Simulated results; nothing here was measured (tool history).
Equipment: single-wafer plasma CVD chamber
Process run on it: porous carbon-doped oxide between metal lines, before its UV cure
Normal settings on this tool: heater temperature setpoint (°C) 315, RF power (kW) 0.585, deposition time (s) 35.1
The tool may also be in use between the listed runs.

run   hour  heater temperature setpoint (°C)  RF power (kW)  deposition time (s)  wafers since the last listed run  hours since the last thermocouple change  hours since the last RF generator calibration  hours since the showerhead was replaced  hours since the gauge calibration  read-back reference wafer on the same gauge, thickness_nm  mean film thickness on the monitor wafer (nm)
  1      0                               315          0.585                 35.1                                 0                                     827.9                                          103.4                                     87.3                               87.2                                                    218.849                                        209.162
  2   12.7                               321          0.505                 35.1                               170                                     840.6                                          116.1                                      100                               99.9                                                    219.321                                        184.468
  3   38.8                               315          0.585                 35.1                               349                                     866.7                                          142.2                                    126.1                                126                                                    218.879                                        210.815
  4   62.3                               320          0.585                 35.1                               314                                     890.2                                          165.7                                    149.6                              149.5                                                    218.929                                        206.625
  5   85.4                               315           0.65                 35.1                               309                                     913.3                                          188.8                                    172.7                              172.6                                                    218.913                                        227.146
  6  103.3                               315          0.585                 35.1                               239                                     931.2                                          206.7                                    190.6                              190.5                                                    219.219                                        211.486
  7  115.4                               315          0.585                 35.1                               162                                     943.3                                          218.8                                    202.7                              202.6                                                    218.977                                        213.905
  8  133.8                               315          0.585                 35.1                               246                                     961.7                                          237.2                                    221.1                                221                                                    218.968                                        210.599
  9  147.7                               315          0.585                 35.1                               186                                     975.6                                          251.1                                      235                              234.9                                                    218.883                                        211.207
 10  218.3                               315          0.585                 35.1                               945                                    1046.2                                          321.7                                    305.6                              305.5                                                    219.195                                        210.648
     249.1  -- thermocouple changed; heater temperature recalibrated
 11  251.2                               329           0.47                 35.1                               333                                       2.1                                          354.6                                    338.5                              338.4                                                    219.265                                        161.659
 12  278.2                               315          0.585                 35.1                               361                                      29.1                                          381.6                                    365.5                              365.4                                                    219.009                                        201.679
 13  296.2                               326          0.695                 28.2                               241                                      47.1                                          399.6                                    383.5                              383.4                                                    218.879                                        177.214
 14  312.1                               328          0.555                 38.4                               213                                        63                                          415.5                                    399.4                              399.3                                                    218.674                                        201.166
 15  324.6                               315          0.585                 35.1                               167                                      75.5                                            428                                    411.9                              411.8                                                    219.179                                        203.746
 16  337.2                               306           0.51                 35.1                               168                                      88.1                                          440.6                                    424.5                              424.4                                                    219.133                                        193.172
 17    370                               315          0.585                 35.1                               439                                     120.9                                          473.4                                    457.3                              457.2                                                    218.845                                        205.506
 18  395.7                               319          0.585                 35.1                               344                                     146.6                                          499.1                                      483                              482.9                                                    218.987                                        200.951
 19  423.3                               315          0.585                 35.1                               369                                     174.2                                          526.7                                    510.6                              510.5                                                     219.18                                        205.543
 20  448.4                               306          0.505                 40.5                               336                                     199.3                                          551.8                                    535.7                              535.6                                                    218.705                                        221.437
     454.5  -- gauge calibrated
 21  481.1                               315          0.585                 35.1                               438                                       232                                          584.5                                    568.4                               26.6                                                     218.55                                        204.643
 22  496.8                               304           0.53                 39.1                               210                                     247.7                                          600.2                                    584.1                               42.3                                                    219.025                                        225.202
 23  554.8                               315          0.585                 31.3                               777                                     305.7                                          658.2                                    642.1                              100.3                                                    219.176                                        185.463
 24  570.1                               315          0.585                 35.1                               204                                       321                                          673.5                                    657.4                              115.6                                                    219.159                                        207.989
 25  590.2                               315           0.52                 31.8                               269                                     341.1                                          693.6                                    677.5                              135.7                                                    218.693                                        171.595
 26  605.6                               315          0.585                 35.1                               206                                     356.5                                            709                                    692.9                              151.1                                                    218.903                                        206.592
 27  621.2                               302            0.5                 38.3                               209                                     372.1                                          724.6                                    708.5                              166.7                                                    219.372                                        214.484
 28  636.1                               315           0.63                   32                               199                                       387                                          739.5                                    723.4                              181.6                                                    218.945                                        197.499
 29  665.6                               330          0.645                 32.8                               395                                     416.5                                            769                                    752.9                              211.1                                                    219.264                                        193.417
 30  696.9                               315          0.585                 35.1                               419                                     447.8                                          800.3                                    784.2                              242.4                                                    218.907                                        206.865
 31  715.4                               315          0.585                 35.1                               247                                     466.3                                          818.8                                    802.7                              260.9                                                    219.256                                        206.933
 32  729.9                               324          0.685                 40.3                               194                                     480.8                                          833.3                                    817.2                              275.4                                                    218.921                                        251.832
 33  745.9                               310          0.515                 37.6                               214                                     496.8                                          849.3                                    833.2                              291.4                                                    218.891                                        205.851

Measured result minus the same run's result without the hidden state. Both carry the same run-to-run variation, though not necessarily the same gauge scatter:
Hidden conditions of the tool in this case: wafer temperature above the value expected at the setpoint (K); delivered RF power above the setpoint (%); gauge reads high (%).
run  mean film thickness on the monitor wafer (nm)
  1                                         +6.356
  2                                          +5.53
  3                                         +6.634
  4                                         +6.501
  5                                         +7.444
  6                                         +7.035
  7                                         +7.188
  8                                         +7.185
  9                                         +7.288
 10                                         +7.683
 11                                         +0.308
 12                                          +0.56
 13                                         +0.546
 14                                         +0.699
 15                                         +0.826
 16                                         +0.897
 17                                         +1.088
 18                                         +1.191
 19                                         +1.389
 20                                         +1.743
 21                                         +1.707
 22                                         +2.101
 23                                         +1.921
 24                                         +2.241
 25                                         +1.944
 26                                         +2.427
 27                                         +2.796
 28                                         +2.485
 29                                         +2.412
 30                                         +2.947
 31                                         +3.053
 32                                         +3.619
 33                                         +3.337
